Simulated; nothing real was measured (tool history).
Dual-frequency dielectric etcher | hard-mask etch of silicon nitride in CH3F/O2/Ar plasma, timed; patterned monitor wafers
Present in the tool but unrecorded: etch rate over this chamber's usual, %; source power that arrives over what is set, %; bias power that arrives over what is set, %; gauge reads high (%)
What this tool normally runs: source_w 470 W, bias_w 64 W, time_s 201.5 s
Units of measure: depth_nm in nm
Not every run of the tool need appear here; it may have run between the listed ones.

run   hour  source_w  bias_w  time_s  wafers since the last listed run  hours since the last wet clean  hours since the last source power generator calibration  hours since the last bias power generator calibration  hours since the last upper electrode change  hours since the gauge calibration  read-back reference wafer on the same gauge, depth_nm  depth_nm
  1      0       520      64   180.5                                 0                           286.6                                                   2234.9                                                   2149                                       2291.1                              636.5                                                  166.2     141.3
  2     32       520      64   180.5                               225                           318.6                                                   2266.9                                                   2181                                       2323.1                              668.5                                                    166     142.4
  3   61.9       470      64   240.5                               210                           348.5                                                   2296.8                                                 2210.9                                         2353                              698.4                                                  166.1       183
     104.8  -- wet clean of the chamber
  4    121       470      64   240.5                               246                            16.2                                                   2355.9                                                   2270                                       2412.1                              757.5                                                  166.2     178.6
  5  179.2       470      64   240.5                               409                            74.4                                                   2414.1                                                 2328.2                                       2470.3                              815.7                                                  166.1     179.1
  6  237.6       470      64   201.5                               410                           132.8                                                   2472.5                                                 2386.6                                       2528.7                              874.1                                                  165.9     151.3
  7  402.1       470      64   201.5                              1156                           297.3                                                     2637                                                 2551.1                                       2693.2                             1038.6                                                  165.9     151.9
       458  -- wet clean of the chamber
  8  458.5       470      64   201.5                               227                             0.5                                                   2693.4                                                 2607.5                                       2749.6                               1095                                                  166.3       149
  9  491.6       470      64   201.5                               232                            33.6                                                   2726.5                                                 2640.6                                       2782.7                             1128.1                                                  166.1     150.5
 10  521.1       470      64   201.5                               207                            63.1                                                     2756                                                 2670.1                                       2812.2                             1157.6                                                  165.8       150
     528.4  -- bias power generator calibrated
 11  546.5       470      64   201.5                               150                            88.5                                                   2781.4                                                   18.1                                       2837.6                               1183                                                  165.9     150.5
 12  613.1       470      64   201.5                               468                           155.1                                                     2848                                                   84.7                                       2904.2                             1249.6                                                  165.9     149.9
       661  -- upper electrode replaced
 13  669.6       470      64   201.5                               228                           211.6                                                   2904.5                                                  141.2                                          8.6                             1306.1                                                  166.1     151.6
 14  733.6       470      64   201.5                               450                           275.6                                                   2968.5                                                  205.2                                         72.6                             1370.1                                                  166.1     151.4
 15  788.7       470      51   201.5                               387                           330.7                                                   3023.6                                                  260.3                                        127.7                             1425.2                                                    166     143.2
 16  815.6       470      64     144                               189                           357.6                                                   3050.5                                                  287.2                                        154.6                             1452.1                                                  165.7     108.2
       861  -- wet clean of the chamber
 17  861.5       510      64   149.5                               154                             0.5                                                   3096.4                                                  333.1                                        200.5                               1498                                                  166.2       115
     873.5  -- source power generator calibrated
 18  889.4       470      79   201.5                               168                            28.4                                                     15.9                                                    361                                        228.4                             1525.9                                                  166.4     158.8
 19  958.7       470      71   229.5                               487                            97.7                                                     85.2                                                  430.3                                        297.7                             1595.2                                                  165.9       175

Run 20 has not been measured yet. What should we expect?
 20  1120.5       590      64   201.5                              1137                           259.5                                                      247                                                  592.1                                        459.5                               1757                                                      ?         ?

{"run 20": {"read-back reference wafer on the same gauge, depth_nm": 165.8, "depth_nm": 164.7}}
The same run, on a tool lacking any hidden state, would have yielded depth_nm 163.9 nm.
